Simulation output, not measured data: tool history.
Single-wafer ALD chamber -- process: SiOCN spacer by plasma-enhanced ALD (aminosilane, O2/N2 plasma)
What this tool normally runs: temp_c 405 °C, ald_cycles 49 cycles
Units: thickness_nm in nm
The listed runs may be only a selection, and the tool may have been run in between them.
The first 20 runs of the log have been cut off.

run	hour	temp_c	ald_cycles	read-back reference wafer on the same gauge, thickness_nm	thickness_nm
21	2099.8	397	58	2.978	3.623
22	2177.6	395	55	2.978	3.465
# hour 2215.3: thermocouple changed; heater temperature recalibrated
23	2226.4	405	40	2.977	2.475
24	2268.0	405	49	2.981	3.033
# hour 2278.2: gauge calibrated
25	2371.5	405	49	2.980	3.048
26	2466.8	411	44	2.981	2.642
27	2543.6	397	42	2.978	2.642
28	2635.7	416	49	2.976	2.920
29	2741.3	413	43	2.981	2.569
30	2795.9	398	41	2.980	2.583
31	2848.9	396	56	2.984	3.532
32	2917.9	409	49	2.982	2.974
33	2981.9	398	56	2.977	3.498
34	3080.3	405	49	2.982	3.034
35	3156.8	416	43	2.979	2.541
36	3198.0	405	49	2.984	2.999
37	3281.5	394	49	2.977	3.090
38	3351.9	415	44	2.977	2.608
39	3434.6	394	44	2.978	2.778

5 options for the next run, each taken on its own from the tool as it stands now. Forecast them:
A	3435.1	405	49	?	?
B	3435.1	400	44	?	?
C	3435.1	414	49	?	?
D	3435.1	417	49	?	?
E	3435.1	420	49	?	?

run	read-back reference wafer on the same gauge, thickness_nm	thickness_nm
A	2.984	3.006
B	2.984	2.743
C	2.984	2.919
D	2.984	2.890
E	2.984	2.861
Had the tool no hidden state, the same runs would have come out as:
run	thickness_nm
A	3.034
B	2.766
C	2.947
D	2.917
E	2.888
